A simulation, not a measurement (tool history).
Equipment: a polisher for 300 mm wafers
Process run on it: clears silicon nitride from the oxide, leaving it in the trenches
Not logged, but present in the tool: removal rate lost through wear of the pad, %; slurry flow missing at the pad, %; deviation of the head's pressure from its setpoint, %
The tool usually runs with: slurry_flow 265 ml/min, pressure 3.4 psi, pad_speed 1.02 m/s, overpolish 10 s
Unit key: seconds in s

run,hour,slurry_flow,pressure,pad_speed,overpolish,wafers since the last listed run,wafers polished on this pad,hours since the slurry nozzle was cleaned,hours since the head pressure was calibrated,"incoming thickness of the incoming film, nm",seconds
1,0.0,265,3.4,1.02,12,0,1327,597.5,951.4,79.6,64.6
# hour 58.2: slurry nozzle cleaned
# hour 67.0: head pressure recalibrated
2,70.2,265,3.4,1.02,10,646,1973,12.0,3.2,78.8,64.7
3,135.2,265,3.4,1.02,10,624,2598,77.0,68.2,80.5,65.9
# hour 150.8: worn pad replaced by a new one
4,163.1,265,3.4,1.02,10,229,118,104.9,96.1,80.4,62.2
5,193.4,265,3.4,1.02,10,291,409,135.2,126.4,78.9,61.8
6,273.2,215,3.4,1.02,10,767,1176,215.0,206.2,78.5,64.9
7,332.1,265,3.4,1.02,10,566,1743,273.9,265.1,80.7,65.6
8,375.1,265,3.4,1.02,10,413,2156,316.9,308.1,81.2,68.7
9,405.1,265,3.4,1.02,10,288,2444,346.9,338.1,80.3,64.8
# hour 468.7: worn pad replaced by a new one
10,469.2,235,3.4,1.02,10,577,4,411.0,402.2,80.9,70.2
11,524.6,235,3.4,1.02,10,532,537,466.4,457.6,81.0,70.5
# hour 559.1: slurry nozzle cleaned
12,563.6,265,3.4,1.02,10,365,902,4.5,496.6,80.9,70.9
13,733.4,265,3.4,1.30,16,1632,2534,174.3,666.4,79.4,56.6
# hour 748.8: worn pad replaced by a new one, repeated, since the last time left the tool worse
# hour 917.2: head pressure recalibrated
14,934.7,345,2.5,0.70,10,1877,1767,375.6,17.5,79.4,125.7
15,960.9,265,3.4,1.02,16,251,2019,401.8,43.7,79.8,63.6
# hour 1012.2: worn pad replaced by a new one
16,1025.3,265,3.4,1.30,16,580,125,466.2,108.1,79.9,48.1
17,1091.0,265,2.4,1.02,8,631,757,531.9,173.8,79.8,90.1
18,1161.5,265,3.4,1.02,6,677,1434,602.4,244.3,80.8,64.3
# hour 1208.0: slurry nozzle cleaned
19,1230.0,265,3.4,1.02,10,648,2083,22.0,312.8,80.6,63.5
20,1281.2,265,3.4,0.66,10,492,2576,73.2,364.0,80.0,99.2
# hour 1315.4: worn pad replaced by a new one
21,1315.9,265,3.4,1.02,10,295,5,107.9,398.7,79.3,61.3
22,1353.1,265,3.4,1.02,10,357,362,145.1,435.9,79.5,60.8
23,1399.3,295,4.6,0.66,10,444,807,191.3,482.1,79.5,71.3
24,1434.1,265,3.4,0.78,5,334,1141,226.1,516.9,79.6,84.4
25,1471.3,265,2.7,0.84,5,357,1499,263.3,554.1,79.9,100.3

Below are 3 alternative next runs, each starting from the tool's condition after run 25. Predict each:
A,1471.7,295,3.4,1.02,10,3,1503,263.7,554.5,79.6,?
B,1471.7,265,3.4,0.70,10,3,1503,263.7,554.5,79.6,?
C,1471.7,350,3.4,1.02,14,3,1503,263.7,554.5,79.6,?

run,seconds
A,63.7
B,93.5
C,62.9
The same runs, with their run-to-run variation unchanged, on a tool lacking any hidden condition would have given:
run,seconds
A,60.5
B,88.8
C,59.8

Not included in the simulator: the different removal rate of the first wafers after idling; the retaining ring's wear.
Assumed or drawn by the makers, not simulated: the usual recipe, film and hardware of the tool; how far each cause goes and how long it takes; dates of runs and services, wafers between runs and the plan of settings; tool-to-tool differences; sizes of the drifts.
